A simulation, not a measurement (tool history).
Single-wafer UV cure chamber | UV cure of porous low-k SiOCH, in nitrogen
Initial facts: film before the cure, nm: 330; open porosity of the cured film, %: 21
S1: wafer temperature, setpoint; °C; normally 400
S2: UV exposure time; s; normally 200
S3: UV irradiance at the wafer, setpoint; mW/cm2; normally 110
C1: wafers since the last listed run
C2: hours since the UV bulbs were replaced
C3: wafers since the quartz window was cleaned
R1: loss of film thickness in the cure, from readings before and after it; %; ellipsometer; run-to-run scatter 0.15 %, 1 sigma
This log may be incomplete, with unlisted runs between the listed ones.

run,day,S1,S2,S3,C1,C2,C3,R1
1,0,400,200,110,0,831.9,855,12.947
2,1.271,400,200,110,183,862.4,1039,12.744
3,2.446,400,200,110,169,890.6,1208,12.794
4,3.079,400,200,110,91,905.8,1299,12.583
5,4.396,389,200,136,189,937.4,1489,13.609
6,5.088,389,200,136,99,954,1589,13.559
7,5.954,400,200,110,124,974.8,1714,12.409
8,6.858,400,200,110,130,996.5,1844,12.546
9,8.025,400,200,110,168,1024.5,2012,12.467
10,8.817,400,200,110,114,1043.5,2126,12.524
11,9.646,400,290,110,119,1063.4,2246,14.064
# day 10.038: UV bulbs replaced
12,11.008,400,290,110,148,23.3,2394,14.516
13,12.454,400,290,110,208,58,2603,14.346
14,13.767,384,230,110,189,89.5,2792,12.393
15,14.467,391,200,74,100,106.3,2893,10.063
16,15.671,382,270,83,173,135.2,3066,11.887
17,17.012,400,200,110,193,167.4,3260,12.108
18,17.825,388,240,110,117,186.9,3377,12.889
19,18.733,386,85,78,130,208.7,3508,6.303
# day 19.308: quartz window cleaned
20,19.675,400,200,110,87,231.3,52,12.765
21,20.183,393,200,110,73,243.5,125,12.754
22,21.125,413,260,95,135,266.1,261,13.489
23,21.933,415,280,138,116,285.5,378,16.153
24,22.829,400,290,110,129,307,507,14.951
25,23.621,400,200,110,114,326,621,12.755
26,24.975,415,280,121,195,358.5,816,15.206
27,25.892,400,235,110,132,380.5,948,13.665
28,26.746,400,265,148,123,401,1071,15.358
29,27.488,400,200,110,106,418.8,1178,12.778

For each entry between runs, how does the tool's hidden state at the last listed run before it compare with that at the first listed run after it?
In the gap between runs 11 and 12: UV bulbs replaced (day 10.038)
  transmission lost against a clean window, %: 11.3 -> 12.3
  measured less the result without the state, R1: -0.623 -> -0.702 %
In the gap between runs 19 and 20: quartz window cleaned (day 19.308)
  transmission lost against a clean window, %: 17.6 -> 2.1
  measured less the result without the state, R1: -0.821 -> -0.107 %
